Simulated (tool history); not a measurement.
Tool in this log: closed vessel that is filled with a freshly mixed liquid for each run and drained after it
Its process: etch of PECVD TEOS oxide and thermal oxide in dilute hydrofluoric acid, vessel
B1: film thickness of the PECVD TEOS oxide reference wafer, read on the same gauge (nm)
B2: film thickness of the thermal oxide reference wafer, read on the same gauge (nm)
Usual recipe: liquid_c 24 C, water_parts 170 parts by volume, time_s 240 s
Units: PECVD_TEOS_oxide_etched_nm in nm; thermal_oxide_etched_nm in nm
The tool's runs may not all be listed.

Run 1, hour 0: usual settings but water_parts 215 parts by volume; B1 99.99; B2 90. Result: PECVD_TEOS_oxide_etched_nm 12.03 nm, thermal_oxide_etched_nm 4.2 nm.
Run 2, hour 26.9: usual settings; B1 100.01; B2 90.03. Result: PECVD_TEOS_oxide_etched_nm 16 nm, thermal_oxide_etched_nm 5.53 nm.
Run 3, hour 39.7: usual settings; B1 100; B2 89.97. Result: PECVD_TEOS_oxide_etched_nm 16.16 nm, thermal_oxide_etched_nm 5.53 nm.
Run 4, hour 72.8: usual settings; B1 99.99; B2 90.01. Result: PECVD_TEOS_oxide_etched_nm 16.09 nm, thermal_oxide_etched_nm 5.59 nm.
Run 5, hour 100.9: usual settings; B1 100.01; B2 89.99. Result: PECVD_TEOS_oxide_etched_nm 16.07 nm, thermal_oxide_etched_nm 5.55 nm.
Run 6, hour 131.4: usual settings; B1 99.98; B2 90.02. Result: PECVD_TEOS_oxide_etched_nm 15.98 nm, thermal_oxide_etched_nm 5.58 nm.
Run 7, hour 151.8: usual settings; B1 99.97; B2 90.03. Result: PECVD_TEOS_oxide_etched_nm 15.98 nm, thermal_oxide_etched_nm 5.55 nm.
At hour 158.5: gauge calibrated.
At hour 164.5: thermometer replaced.
Run 8, hour 185.1: usual settings; B1 99.99; B2 90.01. Result: PECVD_TEOS_oxide_etched_nm 17.74 nm, thermal_oxide_etched_nm 6.14 nm.
Run 9, hour 205.5: usual settings but time_s 320 s; B1 100; B2 90.01. Result: PECVD_TEOS_oxide_etched_nm 23.55 nm, thermal_oxide_etched_nm 8.07 nm.
Run 10, hour 240.1: usual settings; B1 100; B2 90.01. Result: PECVD_TEOS_oxide_etched_nm 17.56 nm, thermal_oxide_etched_nm 6.03 nm.
Run 11, hour 256.7: usual settings; B1 100.01; B2 89.99. Result: PECVD_TEOS_oxide_etched_nm 17.61 nm, thermal_oxide_etched_nm 6.06 nm.
Run 12, hour 271.1: usual settings but liquid_c 26.5 C, water_parts 85 parts by volume, time_s 320 s; B1 100.01; B2 90.02. Result: PECVD_TEOS_oxide_etched_nm 57.64 nm, thermal_oxide_etched_nm 19.64 nm.
Run 13, hour 294.6: usual settings; B1 100; B2 90.02. Result: PECVD_TEOS_oxide_etched_nm 17.62 nm, thermal_oxide_etched_nm 6.12 nm.
Run 14, hour 326.8: usual settings; B1 99.98; B2 89.98. Result: PECVD_TEOS_oxide_etched_nm 17.63 nm, thermal_oxide_etched_nm 6.1 nm.
Run 15, hour 426.9: usual settings but water_parts 245 parts by volume, time_s 195 s; B1 99.98; B2 89.95. Result: PECVD_TEOS_oxide_etched_nm 9.32 nm, thermal_oxide_etched_nm 3.2 nm.
At hour 456.9: hydrofluoric acid flow meter replaced.
Run 16, hour 466.9: usual settings but water_parts 150 parts by volume, time_s 155 s; B1 100.02; B2 90.04. Result: PECVD_TEOS_oxide_etched_nm 12.77 nm, thermal_oxide_etched_nm 4.4 nm.
Run 17, hour 489.9: usual settings but liquid_c 21.5 C, water_parts 135 parts by volume, time_s 130 s; B1 99.98; B2 89.95. Result: PECVD_TEOS_oxide_etched_nm 11.09 nm, thermal_oxide_etched_nm 3.79 nm.
Run 18, hour 501.9: usual settings but liquid_c 27.5 C, time_s 365 s; B1 100.01; B2 90.05. Result: PECVD_TEOS_oxide_etched_nm 29.37 nm, thermal_oxide_etched_nm 10.21 nm.
Run 19, hour 515.5: usual settings but liquid_c 22.5 C, water_parts 240 parts by volume; B1 99.99; B2 90.05. Result: PECVD_TEOS_oxide_etched_nm 10.65 nm, thermal_oxide_etched_nm 3.72 nm.
Run 20, hour 547.9: usual settings but water_parts 205 parts by volume; B1 100.02; B2 90.01. Result: PECVD_TEOS_oxide_etched_nm 13.77 nm, thermal_oxide_etched_nm 4.72 nm.
Run 21, hour 561.1: usual settings but liquid_c 20.5 C, water_parts 95 parts by volume, time_s 280 s; B1 99.98; B2 90. Result: PECVD_TEOS_oxide_etched_nm 33.85 nm, thermal_oxide_etched_nm 11.75 nm.
Run 22, hour 574.2: usual settings but liquid_c 22.5 C, time_s 355 s; B1 100.01; B2 89.98. Result: PECVD_TEOS_oxide_etched_nm 23.96 nm, thermal_oxide_etched_nm 8.21 nm.
Run 23, hour 603.4: usual settings; B1 100.02; B2 90.01. Result: PECVD_TEOS_oxide_etched_nm 17 nm, thermal_oxide_etched_nm 5.95 nm.
Run 24, hour 637.4: usual settings; B1 100.01; B2 90.02. Result: PECVD_TEOS_oxide_etched_nm 17.3 nm, thermal_oxide_etched_nm 6.01 nm.
Run 25, hour 660.5: usual settings but liquid_c 20.5 C, time_s 200 s; B1 100; B2 90.01. Result: PECVD_TEOS_oxide_etched_nm 12.61 nm, thermal_oxide_etched_nm 4.31 nm.
Run 26, hour 678.7: usual settings but liquid_c 22.5 C, water_parts 125 parts by volume, time_s 160 s; B1 99.97; B2 89.98. Result: PECVD_TEOS_oxide_etched_nm 15.55 nm, thermal_oxide_etched_nm 5.36 nm.
Run 27, hour 701.1: usual settings but water_parts 135 parts by volume, time_s 275 s; B1 99.99; B2 89.97. Result: PECVD_TEOS_oxide_etched_nm 26.05 nm, thermal_oxide_etched_nm 8.96 nm.

Here are 3 independent what-if runs from the current tool condition. What would each one return?
Run A, hour 701.8: usual settings but time_s 165 s; B1 ?; B2 ?. Result: PECVD_TEOS_oxide_etched_nm ?, thermal_oxide_etched_nm ?.
Run B, hour 701.8: usual settings but water_parts 150 parts by volume, time_s 115 s; B1 ?; B2 ?. Result: PECVD_TEOS_oxide_etched_nm ?, thermal_oxide_etched_nm ?.
Run C, hour 701.8: usual settings but time_s 315 s; B1 ?; B2 ?. Result: PECVD_TEOS_oxide_etched_nm ?, thermal_oxide_etched_nm ?.

run      B1     B2  PECVD_TEOS_oxide_etched_nm  thermal_oxide_etched_nm
  A  100.01  90.02                       11.89                     4.14
  B  100.01  90.02                         9.6                     3.34
  C  100.01  90.02                       22.69                     7.91
With no hidden state in the tool, these same runs would have given:
run  PECVD_TEOS_oxide_etched_nm  thermal_oxide_etched_nm
  A                       11.89                     4.14
  B                         9.6                     3.35
  C                       22.69                     7.91

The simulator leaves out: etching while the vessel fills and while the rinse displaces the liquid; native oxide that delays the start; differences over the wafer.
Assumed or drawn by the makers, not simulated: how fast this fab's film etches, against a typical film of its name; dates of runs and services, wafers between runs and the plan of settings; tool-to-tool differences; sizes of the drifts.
